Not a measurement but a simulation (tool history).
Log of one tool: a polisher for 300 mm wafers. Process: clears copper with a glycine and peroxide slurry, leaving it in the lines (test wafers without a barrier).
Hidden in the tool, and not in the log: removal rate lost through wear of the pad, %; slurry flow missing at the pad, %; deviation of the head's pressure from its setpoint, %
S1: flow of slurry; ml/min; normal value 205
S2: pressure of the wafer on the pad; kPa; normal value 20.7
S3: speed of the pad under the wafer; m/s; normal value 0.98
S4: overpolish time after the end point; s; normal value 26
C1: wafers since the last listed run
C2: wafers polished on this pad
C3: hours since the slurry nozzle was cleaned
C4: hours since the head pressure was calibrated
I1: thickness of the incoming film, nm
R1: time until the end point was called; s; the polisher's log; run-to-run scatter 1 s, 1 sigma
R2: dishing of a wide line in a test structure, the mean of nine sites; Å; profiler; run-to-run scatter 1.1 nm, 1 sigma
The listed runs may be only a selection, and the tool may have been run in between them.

| run | hour | S1 | S2 | S3 | S4 | C1 | C2 | C3 | C4 | I1 | R1 | R2 |
|---|---|---|---|---|---|---|---|---|---|---|---|---|
| 1 | 0 | 205 | 20.7 | 0.98 | 26 | 0 | 1224 | 329 | 217.2 | 485.3 | 95 | 663 |
|  | 10 | slurry nozzle cleaned |
|  | 29.4 | worn pad replaced by a new one |
| 2 | 66.8 | 205 | 20.7 | 0.72 | 26 | 308 | 186 | 56.8 | 284 | 484.8 | 102.3 | 653 |
| 3 | 135.9 | 205 | 20.7 | 0.72 | 26 | 345 | 531 | 125.9 | 353.1 | 478.7 | 104.6 | 619 |
| 4 | 197.8 | 205 | 20.7 | 0.72 | 26 | 309 | 841 | 187.8 | 415 | 480.1 | 106 | 628 |
| 5 | 236.8 | 165 | 20.7 | 0.98 | 26 | 194 | 1036 | 226.8 | 454 | 485.9 | 95 | 674 |
|  | 255.3 | head pressure recalibrated |
|  | 276.2 | worn pad replaced by a new one |
| 6 | 294 | 165 | 20.7 | 0.98 | 26 | 255 | 88 | 284 | 38.7 | 485.9 | 88 | 694 |
| 7 | 331.2 | 205 | 15.2 | 0.86 | 26 | 185 | 274 | 321.2 | 75.9 | 482.1 | 105.1 | 630 |
|  | 377.9 | slurry nozzle cleaned |
| 8 | 390.2 | 205 | 20.7 | 0.98 | 33 | 289 | 564 | 12.3 | 134.9 | 483.9 | 88.9 | 790 |
| 9 | 450.1 | 205 | 20.7 | 0.98 | 26 | 299 | 863 | 72.2 | 194.8 | 493.9 | 93 | 694 |
| 10 | 506.1 | 260 | 18.6 | 1.24 | 14 | 279 | 1143 | 128.2 | 250.8 | 480.4 | 80.1 | 467 |
|  | 548 | worn pad replaced by a new one |
| 11 | 558.1 | 205 | 20.7 | 0.98 | 26 | 239 | 50 | 180.2 | 302.8 | 491 | 83.9 | 711 |
| 12 | 624.8 | 205 | 17.9 | 0.98 | 26 | 333 | 383 | 246.9 | 369.5 | 492.5 | 94 | 685 |
| 13 | 659.4 | 225 | 20.7 | 0.98 | 26 | 172 | 556 | 281.5 | 404.1 | 481 | 84.9 | 711 |
|  | 723.4 | head pressure recalibrated |
| 14 | 725.6 | 205 | 20.7 | 1.18 | 26 | 320 | 877 | 347.7 | 2.2 | 481.9 | 80.2 | 732 |
|  | 739.4 | slurry nozzle cleaned |
| 15 | 751.4 | 205 | 18.6 | 1.18 | 26 | 123 | 1000 | 12 | 28 | 481.5 | 85.3 | 698 |
| 16 | 786.4 | 205 | 20.7 | 0.86 | 21 | 174 | 1175 | 47 | 63 | 484.4 | 100.4 | 557 |
| 17 | 816.3 | 160 | 17.9 | 0.74 | 20 | 149 | 1325 | 76.9 | 92.9 | 478.7 | 123.5 | 447 |

Alternative continuations, all from the tool just after run 17; predict every row:
| A | 816.8 | 205 | 20.7 | 0.98 | 26 | 2 | 1327 | 77.4 | 93.4 | 479.3 | ? | ? |
| B | 816.8 | 205 | 20.7 | 1.12 | 18 | 2 | 1327 | 77.4 | 93.4 | 479.3 | ? | ? |
| C | 816.8 | 250 | 20.7 | 1.12 | 26 | 2 | 1327 | 77.4 | 93.4 | 479.3 | ? | ? |
| D | 816.8 | 260 | 20.7 | 0.98 | 26 | 2 | 1327 | 77.4 | 93.4 | 479.3 | ? | ? |
| E | 816.8 | 275 | 18.6 | 0.82 | 16 | 2 | 1327 | 77.4 | 93.4 | 479.3 | ? | ? |

| run | R1 | R2 |
|---|---|---|
| A | 93.7 | 667 |
| B | 86.3 | 542 |
| C | 84.3 | 714 |
| D | 91.2 | 680 |
| E | 105.8 | 422 |
Without the tool's unlogged condition, the same runs would have read:
| run | R1 | R2 |
|---|---|---|
| A | 81.6 | 732 |
| B | 75.1 | 601 |
| C | 73.3 | 779 |
| D | 79.4 | 745 |
| E | 92.1 | 471 |

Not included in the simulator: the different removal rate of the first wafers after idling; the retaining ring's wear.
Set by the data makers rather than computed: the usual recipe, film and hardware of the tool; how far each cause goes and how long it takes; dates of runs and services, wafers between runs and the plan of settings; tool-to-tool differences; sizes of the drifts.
